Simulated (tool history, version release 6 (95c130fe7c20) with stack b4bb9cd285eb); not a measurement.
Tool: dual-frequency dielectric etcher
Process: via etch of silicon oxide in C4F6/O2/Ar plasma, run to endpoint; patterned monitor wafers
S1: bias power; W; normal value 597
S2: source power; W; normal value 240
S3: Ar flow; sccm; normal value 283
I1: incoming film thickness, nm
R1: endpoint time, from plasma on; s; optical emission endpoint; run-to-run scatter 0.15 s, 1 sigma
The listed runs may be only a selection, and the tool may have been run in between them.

run	hour	S1	S2	S3	I1	R1
1	0.0	701	240	283	157.1	33.4
2	17.1	597	240	283	156.7	34.6
3	30.0	597	240	283	157.7	35.2
4	41.3	597	240	283	159.1	35.1
# hour 107.7: upper electrode replaced, of another model than before
5	108.2	597	240	283	157.4	34.5
6	108.5	597	240	283	159.6	35.3
7	116.4	597	240	283	158.7	35.0
8	123.3	702	200	283	157.5	34.7
9	134.7	702	200	283	157.3	34.7
10	141.1	597	240	283	157.7	34.8
11	151.4	597	240	283	157.2	34.4
# hour 155.9: source power generator calibrated
12	168.3	597	280	283	157.7	32.9
13	175.5	597	280	283	158.1	33.1
14	184.7	597	190	283	156.6	36.9
15	192.7	597	240	235	160.1	34.4
# hour 215.7: Ar flow controller replaced
# hour 223.5: wet clean of the chamber
16	224.0	597	220	283	156.8	37.1
17	224.4	597	240	232	156.7	34.8
18	233.9	597	240	283	159.0	36.0
19	244.7	533	270	330	158.6	36.9
20	261.8	650	240	329	158.7	35.5
# hour 268.2: bias power generator calibrated
21	286.3	481	220	283	156.5	39.7
22	296.6	677	190	283	159.5	37.2
23	303.0	653	240	283	159.3	34.8
24	317.9	460	280	283	157.2	37.2
25	331.1	597	240	283	156.9	35.7
26	342.7	674	240	283	156.7	33.8

A few steps of R1 between consecutive runs. Split each: what settings, incoming material and random variation would produce without the hidden state, and what is left over for the hidden state, along with gauge scatter present in only one of the two compared results (measured, and without hidden state):
What the log doesn't record here: etch rate over this chamber's usual, %; bias power that arrives over what is set, %; source power that arrives over what is set, %; Ar flow that arrives over what is set, %.
Run 1 -> 2: S1 701 -> 597. R1 +1.2 s: hidden state -0.1, all else +1.3.
Run 13 -> 14: S2 280 -> 190. R1 +3.8 s: hidden state -0.1, all else +3.9.
Run 15 -> 16: S2 240 -> 220, S3 235 -> 283, Ar flow controller replaced, wet clean of the chamber. R1 +2.7 s: hidden state +1.3, all else +1.4.
Run 20 -> 21: S1 650 -> 481, S2 240 -> 220, S3 329 -> 283, bias power generator calibrated. R1 +4.2 s: hidden state -0.1, all else +4.3.
